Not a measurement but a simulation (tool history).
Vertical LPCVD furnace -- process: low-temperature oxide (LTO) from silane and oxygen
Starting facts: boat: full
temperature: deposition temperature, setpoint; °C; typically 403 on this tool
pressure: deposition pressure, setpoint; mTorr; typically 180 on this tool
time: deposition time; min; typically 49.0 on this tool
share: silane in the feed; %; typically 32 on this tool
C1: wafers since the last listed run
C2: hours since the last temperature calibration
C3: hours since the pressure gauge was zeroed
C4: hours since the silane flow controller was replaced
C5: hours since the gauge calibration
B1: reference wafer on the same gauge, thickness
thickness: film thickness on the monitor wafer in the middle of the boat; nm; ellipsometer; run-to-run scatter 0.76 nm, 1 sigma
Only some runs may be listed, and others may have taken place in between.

{"run": 1, "day": 0.0, "temperature": 403, "pressure": 180, "time": 49.0, "share": 32, "C1": 0, "C2": 3381.7, "C3": 3713.0, "C4": 4867.4, "C5": 535.0, "B1": 327.21, "thickness": 304.13}
{"run": 2, "day": 0.983, "temperature": 403, "pressure": 180, "time": 49.0, "share": 32, "C1": 316, "C2": 3405.3, "C3": 3736.6, "C4": 4891.0, "C5": 558.6, "B1": 326.97, "thickness": 303.76}
{"run": 3, "day": 2.421, "temperature": 403, "pressure": 180, "time": 49.0, "share": 32, "C1": 462, "C2": 3439.8, "C3": 3771.1, "C4": 4925.5, "C5": 593.1, "B1": 326.91, "thickness": 303.66}
{"run": 4, "day": 2.958, "temperature": 403, "pressure": 180, "time": 62.0, "share": 32, "C1": 173, "C2": 3452.7, "C3": 3784.0, "C4": 4938.4, "C5": 606.0, "B1": 326.94, "thickness": 385.34}
{"run": 5, "day": 3.608, "temperature": 403, "pressure": 180, "time": 49.0, "share": 32, "C1": 209, "C2": 3468.3, "C3": 3799.6, "C4": 4954.0, "C5": 621.6, "B1": 326.88, "thickness": 303.6}
{"run": 6, "day": 4.746, "temperature": 403, "pressure": 180, "time": 49.0, "share": 32, "C1": 366, "C2": 3495.6, "C3": 3826.9, "C4": 4981.3, "C5": 648.9, "B1": 326.74, "thickness": 303.64}
{"day": 6.571, "done": "thermocouples replaced and temperature profile calibrated"}
{"run": 7, "day": 6.592, "temperature": 403, "pressure": 180, "time": 49.0, "share": 32, "C1": 272, "C2": 0.5, "C3": 3871.2, "C4": 5025.6, "C5": 693.2, "B1": 326.89, "thickness": 304.01}
{"run": 8, "day": 7.079, "temperature": 403, "pressure": 180, "time": 49.0, "share": 28, "C1": 156, "C2": 12.2, "C3": 3882.9, "C4": 5037.3, "C5": 704.9, "B1": 326.81, "thickness": 247.34}
{"run": 9, "day": 7.833, "temperature": 403, "pressure": 180, "time": 49.0, "share": 28, "C1": 242, "C2": 30.3, "C3": 3901.0, "C4": 5055.4, "C5": 723.0, "B1": 327.02, "thickness": 248.19}
{"day": 9.358, "done": "silane flow controller replaced"}
{"run": 10, "day": 9.379, "temperature": 403, "pressure": 205, "time": 49.0, "share": 32, "C1": 175, "C2": 67.4, "C3": 3938.1, "C4": 0.5, "C5": 760.1, "B1": 326.89, "thickness": 366.47}
{"run": 11, "day": 9.583, "temperature": 403, "pressure": 145, "time": 49.0, "share": 32, "C1": 65, "C2": 72.3, "C3": 3943.0, "C4": 5.4, "C5": 765.0, "B1": 326.72, "thickness": 257.96}
{"run": 12, "day": 9.8, "temperature": 412, "pressure": 180, "time": 49.0, "share": 37, "C1": 69, "C2": 77.5, "C3": 3948.2, "C4": 10.6, "C5": 770.2, "B1": 326.94, "thickness": 432.76}
{"run": 13, "day": 10.996, "temperature": 412, "pressure": 180, "time": 49.0, "share": 37, "C1": 384, "C2": 106.2, "C3": 3976.9, "C4": 39.3, "C5": 798.9, "B1": 326.89, "thickness": 429.91}
{"run": 14, "day": 12.225, "temperature": 403, "pressure": 180, "time": 49.0, "share": 32, "C1": 395, "C2": 135.7, "C3": 4006.4, "C4": 68.8, "C5": 828.4, "B1": 327.2, "thickness": 320.05}
{"run": 15, "day": 13.508, "temperature": 393, "pressure": 150, "time": 29.5, "share": 26, "C1": 413, "C2": 166.5, "C3": 4037.2, "C4": 99.6, "C5": 859.2, "B1": 327.04, "thickness": 104.45}
{"run": 16, "day": 14.421, "temperature": 397, "pressure": 200, "time": 61.0, "share": 26, "C1": 293, "C2": 188.4, "C3": 4059.1, "C4": 121.5, "C5": 881.1, "B1": 326.82, "thickness": 304.28}
{"run": 17, "day": 15.138, "temperature": 409, "pressure": 180, "time": 41.0, "share": 32, "C1": 230, "C2": 205.6, "C3": 4076.3, "C4": 138.7, "C5": 898.3, "B1": 326.68, "thickness": 287.08}
{"run": 18, "day": 17.854, "temperature": 410, "pressure": 195, "time": 49.0, "share": 32, "C1": 874, "C2": 270.8, "C3": 4141.5, "C4": 203.9, "C5": 963.5, "B1": 326.59, "thickness": 374.76}
{"run": 19, "day": 19.05, "temperature": 403, "pressure": 195, "time": 49.0, "share": 32, "C1": 384, "C2": 299.5, "C3": 4170.2, "C4": 232.6, "C5": 992.2, "B1": 327.14, "thickness": 348.04}
{"day": 19.154, "done": "gauge calibrated"}
{"run": 20, "day": 20.271, "temperature": 403, "pressure": 180, "time": 49.0, "share": 32, "C1": 393, "C2": 328.8, "C3": 4199.5, "C4": 261.9, "C5": 26.8, "B1": 327.3, "thickness": 322.1}
{"day": 21.683, "done": "pressure gauge zeroed"}
{"run": 21, "day": 21.704, "temperature": 403, "pressure": 180, "time": 49.0, "share": 32, "C1": 139, "C2": 363.2, "C3": 0.5, "C4": 296.3, "C5": 61.2, "B1": 327.13, "thickness": 320.18}
{"run": 22, "day": 22.038, "temperature": 393, "pressure": 145, "time": 65.0, "share": 32, "C1": 107, "C2": 371.2, "C3": 8.5, "C4": 304.3, "C5": 69.2, "B1": 326.89, "thickness": 303.56}
{"run": 23, "day": 22.983, "temperature": 403, "pressure": 200, "time": 49.0, "share": 28, "C1": 304, "C2": 393.9, "C3": 31.2, "C4": 327.0, "C5": 91.9, "B1": 327.08, "thickness": 292.42}
{"run": 24, "day": 23.575, "temperature": 403, "pressure": 180, "time": 49.0, "share": 32, "C1": 190, "C2": 408.1, "C3": 45.4, "C4": 341.2, "C5": 106.1, "B1": 327.08, "thickness": 319.61}
{"run": 25, "day": 24.85, "temperature": 403, "pressure": 180, "time": 49.0, "share": 32, "C1": 410, "C2": 438.7, "C3": 76.0, "C4": 371.8, "C5": 136.7, "B1": 326.93, "thickness": 319.55}
{"run": 26, "day": 25.742, "temperature": 403, "pressure": 180, "time": 67.5, "share": 32, "C1": 287, "C2": 460.1, "C3": 97.4, "C4": 393.2, "C5": 158.1, "B1": 326.86, "thickness": 441.12}
{"run": 27, "day": 26.329, "temperature": 409, "pressure": 180, "time": 49.0, "share": 32, "C1": 189, "C2": 474.2, "C3": 111.5, "C4": 407.3, "C5": 172.2, "B1": 327.14, "thickness": 343.12}
{"run": 28, "day": 27.812, "temperature": 410, "pressure": 180, "time": 49.0, "share": 36, "C1": 477, "C2": 509.8, "C3": 147.1, "C4": 442.9, "C5": 207.8, "B1": 327.14, "thickness": 405.72}
{"run": 29, "day": 28.638, "temperature": 403, "pressure": 180, "time": 49.0, "share": 32, "C1": 265, "C2": 529.6, "C3": 166.9, "C4": 462.7, "C5": 227.6, "B1": 326.7, "thickness": 319.97}

For run 30, what comes out?
{"run": 30, "day": 29.367, "temperature": 397, "pressure": 180, "time": 49.0, "share": 32, "C1": 234, "C2": 547.1, "C3": 184.4, "C4": 480.2, "C5": 245.1, "B1": "?", "thickness": "?"}

Run 30 came out at B1 326.81, thickness 296.37 nm.
Without the tool's hidden state the same run would have given thickness 298.45 nm.
